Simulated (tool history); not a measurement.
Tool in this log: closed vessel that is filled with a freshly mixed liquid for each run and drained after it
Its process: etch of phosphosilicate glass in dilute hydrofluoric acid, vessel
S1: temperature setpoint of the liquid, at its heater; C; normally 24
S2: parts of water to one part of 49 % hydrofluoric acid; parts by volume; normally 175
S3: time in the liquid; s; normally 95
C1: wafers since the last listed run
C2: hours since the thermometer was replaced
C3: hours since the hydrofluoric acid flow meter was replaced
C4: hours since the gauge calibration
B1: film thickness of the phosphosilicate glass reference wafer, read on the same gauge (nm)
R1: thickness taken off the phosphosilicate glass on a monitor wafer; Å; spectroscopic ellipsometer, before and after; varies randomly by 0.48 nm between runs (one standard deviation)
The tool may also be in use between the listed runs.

run	hour	S1	S2	S3	C1	C2	C3	C4	B1	R1
1	0	24	175	135	0	1976.6	754.4	187.9	89.99	940.5
2	9.7	24	175	135	1299	1986.3	764.1	197.6	89.97	938.3
3	25.8	24	175	105	2156	2002.4	780.2	213.7	90.03	729.6
4	35.3	24	175	105	1272	2011.9	789.7	223.2	90.02	731.1
5	50.6	24	115	95	2049	2027.2	805	238.5	89.98	1083.2
6	66.6	24	115	95	2143	2043.2	821	254.5	89.99	1067.4
7	76.6	24	115	95	1339	2053.2	831	264.5	89.98	1085.3
8	88.2	24	245	70	1553	2064.8	842.6	276.1	89.99	324
9	104.1	24	245	70	2129	2080.7	858.5	292	89.99	326
10	110.9	24	245	70	910	2087.5	865.3	298.8	89.99	327.8
11	119.1	24	175	95	1098	2095.7	873.5	307	89.99	667.7
# hour 123.4: gauge calibrated
12	126	24	175	95	924	2102.6	880.4	2.6	89.97	672.8
13	135.4	24	175	95	1259	2112	889.8	12	90.06	670.8
14	143.2	24	150	75	1044	2119.8	897.6	19.8	89.97	627
15	156.2	24	205	120	1741	2132.8	910.6	32.8	89.99	709.5
16	169	24	175	95	1714	2145.6	923.4	45.6	90.02	668.3
17	180.4	24	175	95	1527	2157	934.8	57	90.02	677.6
# hour 195.9: thermometer replaced
# hour 196.3: hydrofluoric acid flow meter replaced
18	196.8	22.5	175	145	2007	0.9	0.5	73.4	90.02	844.3
19	202.5	24	175	60	763	6.6	6.2	79.1	89.96	368.5
20	208.7	27	105	75	830	12.8	12.4	85.3	90	938.3
21	221.6	24	210	125	1728	25.7	25.3	98.2	90.01	613.6
22	230.1	24	90	140	1138	34.2	33.8	106.7	90.02	1856.7
23	238.7	24	175	95	1152	42.8	42.4	115.3	90.03	587.4
24	254.8	24	150	70	2156	58.9	58.5	131.4	90.04	522.7
25	262	26	175	45	964	66.1	65.7	138.6	90.02	298
26	271.5	22	105	145	1272	75.6	75.2	148.1	90.01	1497.3
27	279.4	24	175	95	1058	83.5	83.1	156	90.07	585.1

Here are 4 independent what-if runs from the current tool condition. What would each one return?
A	280.1	24	175	95	93	84.2	83.8	156.7	?	?
B	280.1	20	150	95	93	84.2	83.8	156.7	?	?
C	280.1	24	90	95	93	84.2	83.8	156.7	?	?
D	280.1	27.5	175	95	93	84.2	83.8	156.7	?	?

run	B1	R1
A	90.03	595.7
B	90.03	611.2
C	90.03	1278.5
D	90.03	677.9
Take away the tool's hidden state, keep each run's random variation, and the runs would have read:
run	R1
A	587.4
B	603.1
C	1262
D	668.4

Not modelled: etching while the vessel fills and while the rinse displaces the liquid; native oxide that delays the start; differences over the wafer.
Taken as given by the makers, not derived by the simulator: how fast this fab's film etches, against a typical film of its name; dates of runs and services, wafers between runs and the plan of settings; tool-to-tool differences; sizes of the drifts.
